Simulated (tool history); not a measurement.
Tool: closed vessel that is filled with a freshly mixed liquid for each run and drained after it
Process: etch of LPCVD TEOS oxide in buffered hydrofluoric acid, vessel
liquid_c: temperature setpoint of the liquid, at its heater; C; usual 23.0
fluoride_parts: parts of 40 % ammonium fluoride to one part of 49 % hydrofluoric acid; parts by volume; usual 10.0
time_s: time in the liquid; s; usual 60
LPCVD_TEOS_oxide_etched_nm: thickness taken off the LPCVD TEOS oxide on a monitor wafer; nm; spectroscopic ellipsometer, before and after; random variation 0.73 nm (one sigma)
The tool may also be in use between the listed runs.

run    hour  liquid_c  fluoride_parts  time_s  read-back film thickness of the LPCVD TEOS oxide reference wafer, read on the same gauge (nm)  LPCVD_TEOS_oxide_etched_nm
  1     0.0      23.0             8.0      60                                                                                         150.00                      129.07
  2   106.6      23.0             8.0      60                                                                                         149.98                      130.45
  3   148.8      23.0             8.0      60                                                                                         149.99                      131.06
  4   189.4      23.0            11.5      60                                                                                         149.97                       93.29
  5   268.5      23.0            11.5      60                                                                                         150.00                       94.61
  6   309.0      23.0            10.0      60                                                                                         149.98                      107.77
  7   350.1      23.0            10.0      60                                                                                         150.03                      106.01
  8   420.5      23.0            10.0      60                                                                                         149.99                      108.13
  9   484.7      23.0            10.0      60                                                                                         149.99                      107.92
 10   523.5      23.0            10.0      60                                                                                         150.01                      107.39
      572.8  -- thermometer replaced
 11   573.3      23.0            10.0      60                                                                                         149.99                      108.34
      653.6  -- gauge calibrated
 12   724.6      23.0            11.0      60                                                                                         150.01                       97.21
 13   766.6      23.0            10.0      60                                                                                         149.99                      109.64
 14   865.7      23.0            10.0      60                                                                                         149.99                      106.24
 15   935.1      25.5             6.0      70                                                                                         149.96                      232.22
      956.7  -- hydrofluoric acid flow meter replaced
 16   977.3      23.0            12.0      60                                                                                         150.02                       90.04
 17  1034.4      23.0            10.0      60                                                                                         150.04                      107.55
 18  1133.2      23.0            10.0      60                                                                                         149.99                      107.42
 19  1200.6      23.0            12.5      60                                                                                         150.02                       86.23
 20  1239.3      25.5             6.0      50                                                                                         149.99                      165.51
 21  1304.9      20.0             8.0      60                                                                                         150.00                      111.04
     1316.8  -- gauge calibrated
 22  1392.0      21.0            11.5      60                                                                                         150.01                       83.56
 23  1430.0      25.5            13.0      30                                                                                         150.00                       47.63

5 ways to go on from here, each from the tool as it stands after run 23. What would each give?
  A  1430.7      23.0            10.0      60                                                                                              ?                           ?
  B  1430.7      18.5            13.5      70                                                                                              ?                           ?
  C  1430.7      25.5            10.0      70                                                                                              ?                           ?
  D  1430.7      27.0             6.5      90                                                                                              ?                           ?
  E  1430.7      27.0            10.0      60                                                                                              ?                           ?

run  read-back film thickness of the LPCVD TEOS oxide reference wafer, read on the same gauge (nm)  LPCVD_TEOS_oxide_etched_nm
  A                                                                                         150.04                      108.09
  B                                                                                         150.04                       73.19
  C                                                                                         150.04                      144.49
  D                                                                                         150.04                      301.08
  E                                                                                         150.04                      134.24
Without the tool's hidden state the same runs would have given:
run  LPCVD_TEOS_oxide_etched_nm
  A                      108.09
  B                       73.19
  C                      144.49
  D                      301.08
  E                      134.24
